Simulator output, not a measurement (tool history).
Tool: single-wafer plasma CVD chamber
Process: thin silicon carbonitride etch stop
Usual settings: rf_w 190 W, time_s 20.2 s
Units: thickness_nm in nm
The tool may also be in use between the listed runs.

run   hour  rf_w  time_s  wafers since the last listed run  hours since the last thermocouple change  hours since the last RF generator calibration  hours since the showerhead was replaced  hours since the gauge calibration  read-back reference wafer on the same gauge, thickness_nm  thickness_nm
  1      0   160    18.2                                 0                                    1537.6                                         2028.6                                   4253.1                              405.7                                                     10.996         9.816
  2   14.2   160    18.2                               261                                    1551.8                                         2042.8                                   4267.3                              419.9                                                     10.997         9.802
  3   30.2   190    17.4                               294                                    1567.8                                         2058.8                                   4283.3                              435.9                                                     10.994         9.765
  4   44.1   190    17.4                               255                                    1581.7                                         2072.7                                   4297.2                              449.8                                                         11         9.789
  5   61.2   190    20.2                               314                                    1598.8                                         2089.8                                   4314.3                              466.9                                                     10.999        11.374
      75.7  -- RF generator calibrated
  6   76.2   190    20.2                               128                                    1613.8                                            0.5                                   4329.3                              481.9                                                     10.998        11.581
  7   82.9   190    20.2                               123                                    1620.5                                            7.2                                     4336                              488.6                                                     10.997        11.555
      96.7  -- showerhead replaced
  8   97.2   190    20.2                               115                                    1634.8                                           21.5                                      0.5                              502.9                                                     10.995        11.565
     109.4  -- gauge calibrated
     146.8  -- thermocouple changed; heater temperature recalibrated
  9  147.3   190    20.2                               774                                       0.5                                           71.6                                     50.6                               37.9                                                         11        11.575
 10  150.7   190    20.2                                62                                       3.9                                             75                                       54                               41.3                                                     10.996        11.581
 11  192.6   165    20.2                               770                                      45.8                                          116.9                                     95.9                               83.2                                                     10.997        11.156
 12  204.2   165    20.2                               213                                      57.4                                          128.5                                    107.5                               94.8                                                     11.001         11.18
 13  212.8   165    20.2                               158                                        66                                          137.1                                    116.1                              103.4                                                     10.998        11.178
 14    221   160    22.9                               150                                      74.2                                          145.3                                    124.3                              111.6                                                     11.003        12.545
 15    232   190    20.2                               202                                      85.2                                          156.3                                    135.3                              122.6                                                         11        11.529
 16    243   160    18.4                               202                                      96.2                                          167.3                                    146.3                              133.6                                                     11.002        10.079
 17  257.9   190    20.2                               274                                     111.1                                          182.2                                    161.2                              148.5                                                     10.999        11.544
 18  267.5   220    17.6                               176                                     120.7                                          191.8                                    170.8                              158.1                                                     10.999        10.411
 19  279.2   210    18.5                               215                                     132.4                                          203.5                                    182.5                              169.8                                                     11.001        10.807
 20  290.2   190    20.2                               202                                     143.4                                          214.5                                    193.5                              180.8                                                         11        11.508

Run 21 comes next. What will it give?
 21  301.9   190    20.2                               215                                     155.1                                          226.2                                    205.2                              192.5                                                          ?             ?

read-back reference wafer on the same gauge, thickness_nm: 11.001
thickness_nm: 11.518 nm
Without the tool's hidden state the same run would have given thickness_nm 11.594 nm.

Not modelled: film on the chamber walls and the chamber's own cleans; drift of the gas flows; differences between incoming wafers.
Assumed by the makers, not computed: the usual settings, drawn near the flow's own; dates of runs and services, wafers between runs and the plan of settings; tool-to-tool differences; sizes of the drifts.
